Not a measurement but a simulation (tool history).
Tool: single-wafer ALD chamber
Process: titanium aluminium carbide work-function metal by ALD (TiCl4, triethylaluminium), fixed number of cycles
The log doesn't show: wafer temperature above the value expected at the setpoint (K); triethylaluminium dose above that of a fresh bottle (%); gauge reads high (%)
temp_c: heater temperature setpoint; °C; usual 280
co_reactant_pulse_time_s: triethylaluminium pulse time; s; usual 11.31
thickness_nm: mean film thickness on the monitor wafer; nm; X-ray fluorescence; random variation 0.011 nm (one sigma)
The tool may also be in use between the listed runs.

run    hour  temp_c  co_reactant_pulse_time_s  wafers since the last listed run  hours since the last thermocouple change  hours since the last triethylaluminium bottle change  hours since the showerhead was replaced  hours since the gauge calibration  read-back reference wafer on the same gauge, thickness_nm  thickness_nm
  1       0     280                     13.71                                 0                                     707.7                                                 408.2                                   4495.2                               99.8                                                      1.922         2.055
  2    70.4     280                     13.71                               973                                     778.1                                                 478.6                                   4565.6                              170.2                                                      1.917         2.069
  3   165.8     280                     11.31                              1318                                     873.5                                                   574                                     4661                              265.6                                                      1.923         2.067
  4   232.9     280                     11.31                               927                                     940.6                                                 641.1                                   4728.1                              332.7                                                      1.921         2.082
  5   270.7     280                     11.31                               522                                     978.4                                                 678.9                                   4765.9                              370.5                                                      1.919         2.094
      301.9  -- thermocouple changed; heater temperature recalibrated
  6   326.3     280                     11.31                               658                                      24.4                                                 734.5                                   4821.5                              426.1                                                      1.921         2.018
  7   370.9     280                     11.31                               616                                        69                                                 779.1                                   4866.1                              470.7                                                      1.923         2.017
  8   426.9     289                     12.41                               774                                       125                                                 835.1                                   4922.1                              526.7                                                      1.919         2.138
  9   532.2     289                     12.41                              1455                                     230.3                                                 940.4                                   5027.4                                632                                                      1.921         2.112
 10   636.8     289                     12.41                              1446                                     334.9                                                  1045                                     5132                              736.6                                                      1.921         2.123
 11   735.3     280                     11.31                              1361                                     433.4                                                1143.5                                   5230.5                              835.1                                                      1.918         2.013
 12   824.7     280                     11.31                              1236                                     522.8                                                1232.9                                   5319.9                              924.5                                                       1.92         1.997
 13   873.9     273                     11.31                               680                                       572                                                1282.1                                   5369.1                              973.7                                                       1.92         1.926
 14     916     290                     10.07                               582                                     614.1                                                1324.2                                   5411.2                             1015.8                                                      1.919         2.071
      983.3  -- gauge calibrated
 15   986.9     290                     10.07                               980                                       685                                                1395.1                                   5482.1                                3.6                                                       1.92         2.058
 16  1023.6     280                     12.95                               507                                     721.7                                                1431.8                                   5518.8                               40.3                                                      1.921         2.034
 17  1084.2     287                     14.65                               837                                     782.3                                                1492.4                                   5579.4                              100.9                                                      1.919         2.142
     1139.7  -- triethylaluminium bottle replaced
 18  1163.6     266                      9.34                               987                                     861.7                                                  23.9                                   5658.8                              180.3                                                      1.917         1.881
     1252.4  -- thermocouple changed; heater temperature recalibrated
 19  1269.7     286                      8.63                              1356                                      17.3                                                   130                                   5764.9                              286.4                                                      1.923         1.987
 20  1337.4     267                      7.11                               936                                        85                                                 197.7                                   5832.6                              354.1                                                      1.917         1.738
 21  1376.7     289                      8.37                               543                                     124.3                                                   237                                   5871.9                              393.4                                                      1.919          2.01
 22    1451     280                     11.31                              1027                                     198.6                                                 311.3                                   5946.2                              467.7                                                      1.917         2.002
     1480.3  -- showerhead replaced
 23  1524.9     289                     15.01                               911                                     272.5                                                 385.2                                     44.6                              541.6                                                      1.919         2.147
 24  1792.8     280                     11.31                              3703                                     540.4                                                 653.1                                    312.5                              809.5                                                      1.919         2.033
 25  1858.3     280                     11.31                               905                                     605.9                                                 718.6                                      378                                875                                                       1.92         2.004

5 ways to go on from here, each from the tool as it stands after run 25. What would each give?
  A  1858.7     280                     11.31                                 5                                     606.3                                                   719                                    378.4                              875.4                                                          ?             ?
  B  1858.7     271                     13.74                                 5                                     606.3                                                   719                                    378.4                              875.4                                                          ?             ?
  C  1858.7     270                      9.75                                 5                                     606.3                                                   719                                    378.4                              875.4                                                          ?             ?
  D  1858.7     269                     11.31                                 5                                     606.3                                                   719                                    378.4                              875.4                                                          ?             ?
  E  1858.7     291                     14.64                                 5                                     606.3                                                   719                                    378.4                              875.4                                                          ?             ?

run  read-back reference wafer on the same gauge, thickness_nm  thickness_nm
  A                                                      1.919          2.01
  B                                                      1.919         1.943
  C                                                      1.919         1.872
  D                                                      1.919         1.894
  E                                                      1.919         2.167
Without the tool's hidden state the same runs would have given:
run  thickness_nm
  A         2.017
  B         1.942
  C         1.884
  D           1.9
  E         2.164
